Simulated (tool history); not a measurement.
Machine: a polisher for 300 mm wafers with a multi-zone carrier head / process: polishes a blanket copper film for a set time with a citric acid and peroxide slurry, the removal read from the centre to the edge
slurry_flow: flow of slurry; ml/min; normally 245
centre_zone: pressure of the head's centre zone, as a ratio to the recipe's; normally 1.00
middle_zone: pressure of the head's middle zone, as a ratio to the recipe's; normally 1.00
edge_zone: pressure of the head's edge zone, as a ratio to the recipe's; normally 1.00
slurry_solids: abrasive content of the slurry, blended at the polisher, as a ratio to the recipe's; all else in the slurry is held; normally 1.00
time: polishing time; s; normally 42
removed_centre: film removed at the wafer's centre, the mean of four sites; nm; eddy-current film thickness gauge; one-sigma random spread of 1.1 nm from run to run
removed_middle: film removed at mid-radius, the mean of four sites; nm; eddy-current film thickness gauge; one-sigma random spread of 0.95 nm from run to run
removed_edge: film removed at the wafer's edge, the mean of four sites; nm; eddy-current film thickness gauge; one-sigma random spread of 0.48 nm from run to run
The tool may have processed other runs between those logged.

| run | day | slurry_flow | centre_zone | middle_zone | edge_zone | slurry_solids | time | wafers since the last listed run | wafers polished on this pad | hours since the slurry nozzle was cleaned | hours since the centre zone pressure was calibrated | hours since the edge zone pressure was calibrated | hours since the carrier head's membrane was replaced | incoming thickness of the incoming film, nm | removed_centre | removed_middle | removed_edge |
|---|---|---|---|---|---|---|---|---|---|---|---|---|---|---|---|---|---|
| 1 | 0.000 | 290 | 1.00 | 1.09 | 1.00 | 1.30 | 50 | 0 | 5 | 250.2 | 1086.7 | 626.5 | 172.5 | 597.0 | 101.3 | 104.3 | 99.4 |
|  | 0.129 | centre zone pressure recalibrated |
| 2 | 0.638 | 245 | 1.00 | 1.00 | 0.94 | 1.00 | 42 | 159 | 164 | 265.5 | 12.2 | 641.8 | 187.8 | 592.1 | 74.3 | 72.8 | 74.1 |
| 3 | 1.942 | 180 | 1.00 | 1.00 | 1.00 | 0.75 | 42 | 374 | 539 | 296.8 | 43.5 | 673.1 | 219.1 | 598.5 | 64.5 | 64.3 | 67.9 |
| 4 | 2.708 | 245 | 1.00 | 1.00 | 0.90 | 1.00 | 52 | 220 | 759 | 315.2 | 61.9 | 691.5 | 237.5 | 596.3 | 92.7 | 92.2 | 89.7 |
| 5 | 3.700 | 245 | 0.94 | 1.00 | 1.00 | 1.00 | 42 | 284 | 1043 | 339.0 | 85.7 | 715.3 | 261.3 | 587.2 | 71.1 | 76.2 | 76.9 |
| 6 | 4.600 | 245 | 1.00 | 1.00 | 0.95 | 1.00 | 42 | 258 | 1302 | 360.6 | 107.3 | 736.9 | 282.9 | 579.9 | 75.4 | 74.5 | 74.1 |
| 7 | 5.750 | 245 | 0.94 | 1.00 | 1.00 | 1.00 | 42 | 330 | 1632 | 388.2 | 134.9 | 764.5 | 310.5 | 584.3 | 72.5 | 75.8 | 75.8 |
| 8 | 6.367 | 215 | 1.04 | 1.00 | 1.00 | 0.90 | 31 | 176 | 1808 | 403.0 | 149.7 | 779.3 | 325.3 | 589.7 | 54.8 | 51.7 | 53.8 |
| 9 | 7.021 | 245 | 1.00 | 1.00 | 1.00 | 1.00 | 42 | 187 | 1996 | 418.7 | 165.4 | 795.0 | 341.0 | 596.7 | 75.3 | 73.7 | 77.4 |
|  | 7.238 | slurry nozzle cleaned |
| 10 | 8.396 | 245 | 1.00 | 1.00 | 1.00 | 1.00 | 42 | 382 | 2379 | 27.8 | 198.4 | 828.0 | 374.0 | 585.1 | 75.3 | 74.9 | 76.6 |
| 11 | 9.712 | 245 | 0.91 | 0.97 | 1.00 | 0.90 | 42 | 377 | 2757 | 59.4 | 230.0 | 859.6 | 405.6 | 595.2 | 67.0 | 69.1 | 74.2 |
|  | 10.450 | edge zone pressure recalibrated |
| 12 | 10.667 | 245 | 1.10 | 1.00 | 1.00 | 1.00 | 48 | 249 | 3007 | 82.3 | 252.9 | 5.2 | 428.5 | 588.8 | 92.5 | 86.9 | 87.6 |
|  | 11.604 | worn pad replaced by a new one |
| 13 | 11.775 | 180 | 0.96 | 1.00 | 1.00 | 1.25 | 42 | 270 | 48 | 108.9 | 279.5 | 31.8 | 455.1 | 584.5 | 73.0 | 75.3 | 79.0 |
| 14 | 12.600 | 245 | 0.92 | 1.00 | 1.00 | 1.00 | 42 | 236 | 285 | 128.7 | 299.3 | 51.6 | 474.9 | 587.2 | 70.1 | 74.5 | 77.0 |
| 15 | 13.850 | 245 | 1.00 | 1.00 | 1.00 | 1.00 | 42 | 358 | 643 | 158.7 | 329.3 | 81.6 | 504.9 | 591.8 | 76.1 | 73.3 | 76.5 |
| 16 | 14.471 | 245 | 1.00 | 1.00 | 1.00 | 1.00 | 42 | 178 | 822 | 173.6 | 344.2 | 96.5 | 519.8 | 586.5 | 74.5 | 72.8 | 76.2 |
| 17 | 15.683 | 245 | 1.00 | 1.00 | 1.00 | 1.00 | 42 | 347 | 1170 | 202.7 | 373.3 | 125.6 | 548.9 | 580.6 | 76.3 | 75.3 | 77.2 |
| 18 | 16.983 | 280 | 0.89 | 1.00 | 1.00 | 0.90 | 42 | 373 | 1543 | 233.9 | 404.5 | 156.8 | 580.1 | 583.3 | 67.0 | 74.1 | 74.0 |
| 19 | 17.688 | 245 | 1.05 | 1.00 | 1.00 | 1.00 | 42 | 202 | 1745 | 250.8 | 421.4 | 173.7 | 597.0 | 597.2 | 77.7 | 73.3 | 76.1 |
| 20 | 18.579 | 245 | 1.00 | 1.00 | 1.00 | 1.00 | 42 | 255 | 2001 | 272.2 | 442.8 | 195.1 | 618.4 | 586.9 | 74.6 | 74.4 | 76.1 |
| 21 | 19.758 | 245 | 1.00 | 1.00 | 1.00 | 1.00 | 42 | 338 | 2339 | 300.5 | 471.1 | 223.4 | 646.7 | 586.6 | 75.2 | 73.3 | 76.2 |
|  | 20.762 | worn pad replaced by a new one |
| 22 | 20.938 | 245 | 0.96 | 1.00 | 0.95 | 1.00 | 42 | 290 | 50 | 328.8 | 499.4 | 251.7 | 675.0 | 585.1 | 74.0 | 74.4 | 73.5 |
| 23 | 22.238 | 275 | 1.00 | 1.00 | 1.00 | 1.00 | 42 | 373 | 423 | 360.0 | 530.6 | 282.9 | 706.2 | 583.5 | 75.7 | 74.3 | 77.6 |

3 options for the next run, each taken on its own from the tool as it stands now. Forecast them:
| A | 22.254 | 330 | 1.00 | 1.00 | 1.00 | 1.00 | 42 | 4 | 428 | 360.4 | 531.0 | 283.3 | 706.6 | 586.5 | ? | ? | ? |
| B | 22.254 | 245 | 0.92 | 1.06 | 1.00 | 1.00 | 36 | 4 | 428 | 360.4 | 531.0 | 283.3 | 706.6 | 586.5 | ? | ? | ? |
| C | 22.254 | 245 | 1.00 | 0.93 | 0.92 | 1.00 | 42 | 4 | 428 | 360.4 | 531.0 | 283.3 | 706.6 | 586.5 | ? | ? | ? |

| run | removed_centre | removed_middle | removed_edge |
|---|---|---|---|
| A | 75.9 | 75.8 | 78.8 |
| B | 59.1 | 66.0 | 65.8 |
| C | 73.1 | 69.0 | 73.9 |
With the hidden condition removed and each run's random variation left untouched, the same runs would have given:
| run | removed_centre | removed_middle | removed_edge |
|---|---|---|---|
| A | 75.9 | 75.8 | 78.8 |
| B | 59.1 | 66.0 | 65.8 |
| C | 73.1 | 69.0 | 73.9 |
